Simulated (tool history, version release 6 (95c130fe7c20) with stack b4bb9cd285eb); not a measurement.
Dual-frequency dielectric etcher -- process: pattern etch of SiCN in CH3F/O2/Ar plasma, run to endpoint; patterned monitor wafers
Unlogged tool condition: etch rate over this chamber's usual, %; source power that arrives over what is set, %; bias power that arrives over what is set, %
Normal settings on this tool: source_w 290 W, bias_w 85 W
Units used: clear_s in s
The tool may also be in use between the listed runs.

run	hour	source_w	bias_w	wafers since the last listed run	hours since the last wet clean	hours since the last source power generator calibration	hours since the last bias power generator calibration	hours since the last upper electrode change	incoming incoming film thickness, nm	clear_s
1	0	250	85	0	143.5	4409.1	2211.2	5863.4	7.57	21.6
2	7.4	290	85	121	150.9	4416.5	2218.6	5870.8	7.62	20.2
3	24.9	290	85	286	168.4	4434	2236.1	5888.3	7.69	20.6
4	40	290	85	247	183.5	4449.1	2251.2	5903.4	7.57	20.2
5	53.8	290	85	225	197.3	4462.9	2265	5917.2	7.58	20.2
6	66.6	290	85	209	210.1	4475.7	2277.8	5930	7.6	20.2
7	77.9	290	85	184	221.4	4487	2289.1	5941.3	7.6	20.1
8	89.1	290	85	183	232.6	4498.2	2300.3	5952.5	7.6	20.3
9	101.7	290	85	206	245.2	4510.8	2312.9	5965.1	7.61	20.1
10	119.1	290	85	284	262.6	4528.2	2330.3	5982.5	7.72	20.3
11	136.3	290	85	281	279.8	4545.4	2347.5	5999.7	7.55	19.9
12	143.2	290	85	112	286.7	4552.3	2354.4	6006.6	7.68	20.2
13	154.9	290	85	191	298.4	4564	2366.1	6018.3	7.7	20.3
14	167	290	85	197	310.5	4576.1	2378.2	6030.4	7.65	20.1
15	203.3	290	85	593	346.8	4612.4	2414.5	6066.7	7.64	19.9
16	213.9	290	85	173	357.4	4623	2425.1	6077.3	7.62	19.9
17	220.5	320	72	107	364	4629.6	2431.7	6083.9	7.6	20.2
# hour 232.3: source power generator calibrated
18	234.1	330	70	157	377.6	1.8	2445.3	6097.5	7.61	19.9
# hour 262.9: wet clean of the chamber
19	263.4	290	85	86	0.5	31.1	2474.6	6126.8	7.63	19.4
20	263.8	290	85	6	0.9	31.5	2475	6127.2	7.59	19.6
21	265.7	290	85	31	2.8	33.4	2476.9	6129.1	7.63	19.5
22	275.8	360	71	165	12.9	43.5	2487	6139.2	7.58	18.5
23	285.7	220	74	161	22.8	53.4	2496.9	6149.1	7.61	22.6
# hour 316.7: bias power generator calibrated
# hour 321.5: wet clean of the chamber, repeated, since the last time left the tool worse
# hour 321.6: upper electrode replaced
24	322	230	85	448	0.5	89.7	5.3	0.4	7.62	22.5
25	322.4	290	85	6	0.9	90.1	5.7	0.8	7.63	20.6
26	324.7	290	74	37	3.2	92.4	8	3.1	7.71	21.7
27	334.1	290	101	153	12.6	101.8	17.4	12.5	7.64	19.4
28	350.3	240	97	264	28.8	118	33.6	28.7	7.57	21
29	357.9	220	85	124	36.4	125.6	41.2	36.3	7.57	22.7
30	374	290	85	263	52.5	141.7	57.3	52.4	7.6	20.3
31	382.4	310	76	137	60.9	150.1	65.7	60.8	7.67	21.1
32	394.1	290	85	191	72.6	161.8	77.4	72.5	7.65	20.7
33	401.4	330	66	119	79.9	169.1	84.7	79.8	7.65	21
34	412.2	290	85	176	90.7	179.9	95.5	90.6	7.66	20.6

Below, each run's measurement less what the same run would have read without the hidden state. Both values contain the same run-to-run variation, but the gauge's scatter may not be the same in both:
run	clear_s
1	-0.3
2	-0.3
3	-0.3
4	-0.4
5	-0.3
6	-0.4
7	-0.4
8	-0.4
9	-0.5
10	-0.4
11	-0.5
12	-0.5
13	-0.6
14	-0.6
15	-0.6
16	-0.7
17	-0.7
18	-0.6
19	-1.3
20	-1.2
21	-1.3
22	-1.2
23	-1.5
24	-0.1
25	+0
26	-0.1
27	-0.1
28	-0.2
29	-0.2
30	-0.2
31	-0.1
32	-0.1
33	-0.2
34	-0.2

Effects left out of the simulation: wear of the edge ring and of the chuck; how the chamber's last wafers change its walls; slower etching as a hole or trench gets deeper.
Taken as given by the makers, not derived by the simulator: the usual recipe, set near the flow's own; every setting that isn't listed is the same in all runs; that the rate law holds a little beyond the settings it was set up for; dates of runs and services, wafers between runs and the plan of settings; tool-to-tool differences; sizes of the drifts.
